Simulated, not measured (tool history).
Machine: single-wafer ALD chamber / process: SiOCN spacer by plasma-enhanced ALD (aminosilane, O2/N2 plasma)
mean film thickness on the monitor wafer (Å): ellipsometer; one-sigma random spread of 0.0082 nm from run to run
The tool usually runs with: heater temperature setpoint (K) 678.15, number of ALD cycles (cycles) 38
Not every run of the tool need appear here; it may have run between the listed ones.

run    hour  heater temperature setpoint (K)  number of ALD cycles (cycles)  read-back reference wafer on the same gauge, thickness_nm  mean film thickness on the monitor wafer (Å)
  1       0                           678.15                             38                                                      2.579                                         21.46
  2    53.5                           678.15                             38                                                       2.58                                         21.28
  3   249.9                           678.15                             38                                                      2.581                                         21.32
  4   293.9                           678.15                             38                                                      2.583                                         21.24
  5   361.5                           678.15                             38                                                      2.578                                         21.34
  6   404.6                           678.15                             38                                                      2.579                                          21.3
  7   440.2                           678.15                             38                                                       2.58                                         21.27
  8   467.3                           678.15                             38                                                      2.581                                         21.38
      548.1  -- gauge calibrated
  9   626.6                           678.15                             38                                                       2.58                                         21.17
 10   686.6                           678.15                             38                                                      2.583                                         21.23
 11   728.4                           678.15                             38                                                      2.583                                         21.05
 12   788.9                           678.15                             38                                                      2.576                                          21.3
 13   850.7                           671.15                             38                                                       2.58                                         21.82
 14   891.2                           690.15                             41                                                      2.578                                         22.01
 15   951.2                           678.15                             38                                                       2.58                                          21.2
 16    1018                           669.15                             34                                                      2.577                                         19.53
 17  1066.2                           684.15                             32                                                      2.579                                         17.45
 18  1122.2                           678.15                             38                                                      2.583                                         21.22
 19  1175.9                           678.15                             38                                                      2.581                                         21.04
 20  1218.6                           678.15                             38                                                       2.58                                         21.09
     1253.5  -- thermocouple changed; heater temperature recalibrated
 21  1260.6                           678.15                             38                                                      2.581                                         21.58
 22  1316.6                           673.15                             43                                                      2.582                                         24.74
 23  1384.2                           683.15                             42                                                      2.579                                         23.43
 24  1430.5                           668.15                             45                                                      2.582                                         26.04
 25  1497.6                           688.15                             41                                                      2.582                                         22.37
 26  1554.7                           678.15                             38                                                       2.58                                         21.43
 27  1610.5                           668.15                             42                                                      2.578                                         24.41

3 ways to go on from here, each from the tool as it stands after run 27. What would each give?
  A  1611                           678.15                             44                                                          ?                                             ?
  B  1611                           671.15                             42                                                          ?                                             ?
  C  1611                           678.15                             42                                                          ?                                             ?

run  read-back reference wafer on the same gauge, thickness_nm  mean film thickness on the monitor wafer (Å)
  A                                                      2.577                                         24.56
  B                                                      2.577                                         23.98
  C                                                      2.577                                         23.45
With the hidden condition removed and each run's random variation left untouched, the same runs would have given:
run  mean film thickness on the monitor wafer (Å)
  A                                         24.88
  B                                         24.11
  C                                         23.75
